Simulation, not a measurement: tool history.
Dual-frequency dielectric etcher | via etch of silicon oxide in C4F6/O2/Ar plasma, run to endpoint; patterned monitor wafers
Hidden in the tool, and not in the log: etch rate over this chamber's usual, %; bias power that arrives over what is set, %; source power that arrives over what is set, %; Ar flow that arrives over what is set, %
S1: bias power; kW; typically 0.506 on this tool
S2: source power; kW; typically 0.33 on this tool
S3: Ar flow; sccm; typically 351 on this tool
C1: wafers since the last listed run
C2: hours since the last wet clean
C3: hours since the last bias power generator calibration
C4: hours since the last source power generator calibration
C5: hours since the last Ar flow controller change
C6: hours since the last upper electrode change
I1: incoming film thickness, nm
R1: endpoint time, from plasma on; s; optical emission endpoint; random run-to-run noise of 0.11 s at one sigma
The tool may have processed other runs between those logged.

run 1 hour=0 | S1=0.506 S2=0.33 S3=309 | C1=0 C2=54.6 C3=4172.2 C4=4330.9 C5=2511.3 C6=0.5 | I1=151.8 | R1=36.9
run 2 hour=0.4 | S1=0.506 S2=0.33 S3=309 | C1=3 C2=55 C3=4172.6 C4=4331.3 C5=2511.7 C6=0.9 | I1=151.7 | R1=37.1
run 3 hour=0.7 | S1=0.506 S2=0.33 S3=309 | C1=2 C2=55.3 C3=4172.9 C4=4331.6 C5=2512 C6=1.2 | I1=153 | R1=37.3
run 4 hour=14.9 | S1=0.586 S2=0.31 S3=351 | C1=115 C2=69.5 C3=4187.1 C4=4345.8 C5=2526.2 C6=15.4 | I1=152.4 | R1=36.4
run 5 hour=25.6 | S1=0.586 S2=0.31 S3=351 | C1=86 C2=80.2 C3=4197.8 C4=4356.5 C5=2536.9 C6=26.1 | I1=150.4 | R1=36.2
run 6 hour=32.6 | S1=0.506 S2=0.38 S3=392 | C1=56 C2=87.2 C3=4204.8 C4=4363.5 C5=2543.9 C6=33.1 | I1=153.2 | R1=35.5
-- hour=43.1 bias power generator calibrated
run 7 hour=43.6 | S1=0.452 S2=0.33 S3=276 | C1=56 C2=98.2 C3=0.5 C4=4374.5 C5=2554.9 C6=44.1 | I1=152.2 | R1=38.4
run 8 hour=45.4 | S1=0.434 S2=0.27 S3=284 | C1=14 C2=100 C3=2.3 C4=4376.3 C5=2556.7 C6=45.9 | I1=151.6 | R1=43.7
run 9 hour=53.2 | S1=0.452 S2=0.3 S3=285 | C1=63 C2=107.8 C3=10.1 C4=4384.1 C5=2564.5 C6=53.7 | I1=151.6 | R1=40.4
run 10 hour=70.6 | S1=0.381 S2=0.33 S3=406 | C1=141 C2=125.2 C3=27.5 C4=4401.5 C5=2581.9 C6=71.1 | I1=153.2 | R1=42.4
run 11 hour=83.7 | S1=0.506 S2=0.33 S3=351 | C1=106 C2=138.3 C3=40.6 C4=4414.6 C5=2595 C6=84.2 | I1=150.9 | R1=37.4
run 12 hour=101.4 | S1=0.618 S2=0.33 S3=351 | C1=143 C2=156 C3=58.3 C4=4432.3 C5=2612.7 C6=101.9 | I1=152.1 | R1=34.6
run 13 hour=109.3 | S1=0.506 S2=0.33 S3=351 | C1=64 C2=163.9 C3=66.2 C4=4440.2 C5=2620.6 C6=109.8 | I1=153.1 | R1=37.6
run 14 hour=120.6 | S1=0.506 S2=0.33 S3=319 | C1=91 C2=175.2 C3=77.5 C4=4451.5 C5=2631.9 C6=121.1 | I1=152.5 | R1=37.3
-- hour=141.3 Ar flow controller replaced
run 15 hour=141.8 | S1=0.506 S2=0.33 S3=351 | C1=123 C2=196.4 C3=98.7 C4=4472.7 C5=0.5 C6=142.3 | I1=152 | R1=37.4
run 16 hour=145.5 | S1=0.506 S2=0.33 S3=351 | C1=30 C2=200.1 C3=102.4 C4=4476.4 C5=4.2 C6=146 | I1=151.5 | R1=37.6
-- hour=154.3 source power generator calibrated
run 17 hour=154.8 | S1=0.54 S2=0.29 S3=267 | C1=42 C2=209.4 C3=111.7 C4=0.5 C5=13.5 C6=155.3 | I1=153.2 | R1=38.9
run 18 hour=166.7 | S1=0.506 S2=0.35 S3=351 | C1=96 C2=221.3 C3=123.6 C4=12.4 C5=25.4 C6=167.2 | I1=152.7 | R1=36.9
run 19 hour=179.1 | S1=0.614 S2=0.37 S3=326 | C1=100 C2=233.7 C3=136 C4=24.8 C5=37.8 C6=179.6 | I1=149.3 | R1=32.2
run 20 hour=196.7 | S1=0.506 S2=0.33 S3=401 | C1=142 C2=251.3 C3=153.6 C4=42.4 C5=55.4 C6=197.2 | I1=153.4 | R1=38.4
run 21 hour=210.6 | S1=0.506 S2=0.33 S3=297 | C1=112 C2=265.2 C3=167.5 C4=56.3 C5=69.3 C6=211.1 | I1=152.8 | R1=37.5
run 22 hour=223.8 | S1=0.558 S2=0.33 S3=351 | C1=107 C2=278.4 C3=180.7 C4=69.5 C5=82.5 C6=224.3 | I1=151.8 | R1=36.4
run 23 hour=237.7 | S1=0.506 S2=0.33 S3=319 | C1=112 C2=292.3 C3=194.6 C4=83.4 C5=96.4 C6=238.2 | I1=151.2 | R1=37.4
run 24 hour=253.9 | S1=0.423 S2=0.4 S3=317 | C1=131 C2=308.5 C3=210.8 C4=99.6 C5=112.6 C6=254.4 | I1=150.7 | R1=36.2
run 25 hour=263.8 | S1=0.591 S2=0.26 S3=299 | C1=80 C2=318.4 C3=220.7 C4=109.5 C5=122.5 C6=264.3 | I1=151.9 | R1=40.2
run 26 hour=270 | S1=0.506 S2=0.33 S3=351 | C1=50 C2=324.6 C3=226.9 C4=115.7 C5=128.7 C6=270.5 | I1=151.1 | R1=37.7
run 27 hour=281 | S1=0.46 S2=0.36 S3=437 | C1=89 C2=335.6 C3=237.9 C4=126.7 C5=139.7 C6=281.5 | I1=150.2 | R1=38
run 28 hour=289.6 | S1=0.423 S2=0.4 S3=317 | C1=69 C2=344.2 C3=246.5 C4=135.3 C5=148.3 C6=290.1 | I1=150.7 | R1=36.4

Each row is a separate what-if for the run after 28, all from the same tool condition, not one after another. Results?
run A hour=290 | S1=0.506 S2=0.33 S3=351 | C1=3 C2=344.6 C3=246.9 C4=135.7 C5=148.7 C6=290.5 | I1=151.7 | R1=?
run B hour=290 | S1=0.591 S2=0.28 S3=436 | C1=3 C2=344.6 C3=246.9 C4=135.7 C5=148.7 C6=290.5 | I1=151.7 | R1=?
run C hour=290 | S1=0.506 S2=0.3 S3=273 | C1=3 C2=344.6 C3=246.9 C4=135.7 C5=148.7 C6=290.5 | I1=151.7 | R1=?
run D hour=290 | S1=0.556 S2=0.39 S3=351 | C1=3 C2=344.6 C3=246.9 C4=135.7 C5=148.7 C6=290.5 | I1=151.7 | R1=?
run E hour=290 | S1=0.592 S2=0.4 S3=434 | C1=3 C2=344.6 C3=246.9 C4=135.7 C5=148.7 C6=290.5 | I1=151.7 | R1=?

run=A R1=37.9
run=B R1=39.5
run=C R1=39.1
run=D R1=33.6
run=E R1=33
Without the tool's unlogged condition, the same runs would have read:
run=A R1=37
run=B R1=38.6
run=C R1=38.2
run=D R1=32.9
run=E R1=32.2

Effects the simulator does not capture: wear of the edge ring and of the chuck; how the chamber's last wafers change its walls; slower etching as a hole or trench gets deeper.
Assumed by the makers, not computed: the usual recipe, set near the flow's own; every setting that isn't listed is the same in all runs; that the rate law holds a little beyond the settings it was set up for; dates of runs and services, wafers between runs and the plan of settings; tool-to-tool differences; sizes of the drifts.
